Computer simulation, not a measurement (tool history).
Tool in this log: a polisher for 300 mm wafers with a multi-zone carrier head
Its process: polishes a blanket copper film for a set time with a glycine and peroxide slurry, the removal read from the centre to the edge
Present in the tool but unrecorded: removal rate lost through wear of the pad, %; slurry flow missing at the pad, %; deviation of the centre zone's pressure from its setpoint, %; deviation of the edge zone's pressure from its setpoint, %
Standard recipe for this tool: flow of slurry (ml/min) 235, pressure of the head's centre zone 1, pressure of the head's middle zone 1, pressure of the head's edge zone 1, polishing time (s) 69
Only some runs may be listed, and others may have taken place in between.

run	hour	flow of slurry (ml/min)	pressure of the head's centre zone	pressure of the head's middle zone	pressure of the head's edge zone	polishing time (s)	wafers since the last listed run	wafers polished on this pad	hours since the slurry nozzle was cleaned	hours since the centre zone pressure was calibrated	hours since the edge zone pressure was calibrated	hours since the carrier head's membrane was replaced	incoming thickness of the incoming film, nm	film removed at the wafer's centre (Å)	film removed at mid-radius (Å)	film removed at the wafer's edge (Å)
1	0	235	1	1	1	69	0	589	731.3	44.1	1267.4	848.3	1908.3	4223	4301	4242
2	13.5	280	1	1	1	82	146	736	744.8	57.6	1280.9	861.8	1893.9	5103	5195	5094
3	20.5	280	1	1	1	82	76	812	751.8	64.6	1287.9	868.8	1903	5183	5186	5179
# hour 26.2: edge zone pressure recalibrated
4	26.5	235	0.97	1.06	1	69	43	855	757.8	70.6	0.3	874.8	1915.4	4054	4479	4236
# hour 33.1: worn pad replaced by a new one
# hour 37.5: carrier head's membrane replaced by a new one
5	39.9	235	1	1	1	69	54	26	771.2	84	13.7	2.4	1864.8	4133	4253	4205
6	52.9	210	0.95	1	1	69	141	167	784.2	97	26.7	15.4	1907.6	3800	4058	4111
7	59.9	235	1	1	1	69	76	243	791.2	104	33.7	22.4	1899.8	4118	4226	4179
# hour 63.2: slurry nozzle cleaned
8	71	235	1	1	1	90	109	353	7.8	115.1	44.8	33.5	1913.1	5734	5821	5806
9	81.8	235	0.96	0.96	1	85	117	470	18.6	125.9	55.6	44.3	1884.4	5227	5332	5449
10	99	235	0.93	1	0.91	69	186	657	35.8	143.1	72.8	61.5	1908.5	4102	4521	4181
11	107.2	180	1.11	1	1	69	89	746	44	151.3	81	69.7	1880.3	4660	4276	4262
12	121.4	235	1.05	1	1	69	154	900	58.2	165.5	95.2	83.9	1909.4	4668	4439	4381
13	132.7	235	1	1	0.9	69	122	1023	69.5	176.8	106.5	95.2	1865.5	4389	4467	4252
# hour 140.1: worn pad replaced by a new one
14	142.8	235	1	1	1	69	66	28	79.6	186.9	116.6	105.3	1926.9	4469	4515	4375

Forecast run 15:
15	157	280	1	0.95	1.08	69	154	183	93.8	201.1	130.8	119.5	1895.8	?	?	?

film removed at the wafer's centre (Å): 4490
film removed at mid-radius (Å): 4358
film removed at the wafer's edge (Å): 4706
Take away the tool's hidden state, keep the run-to-run variation as it was, and the same run would have given film removed at the wafer's centre (Å) 4506, film removed at mid-radius (Å) 4372, film removed at the wafer's edge (Å) 4717.
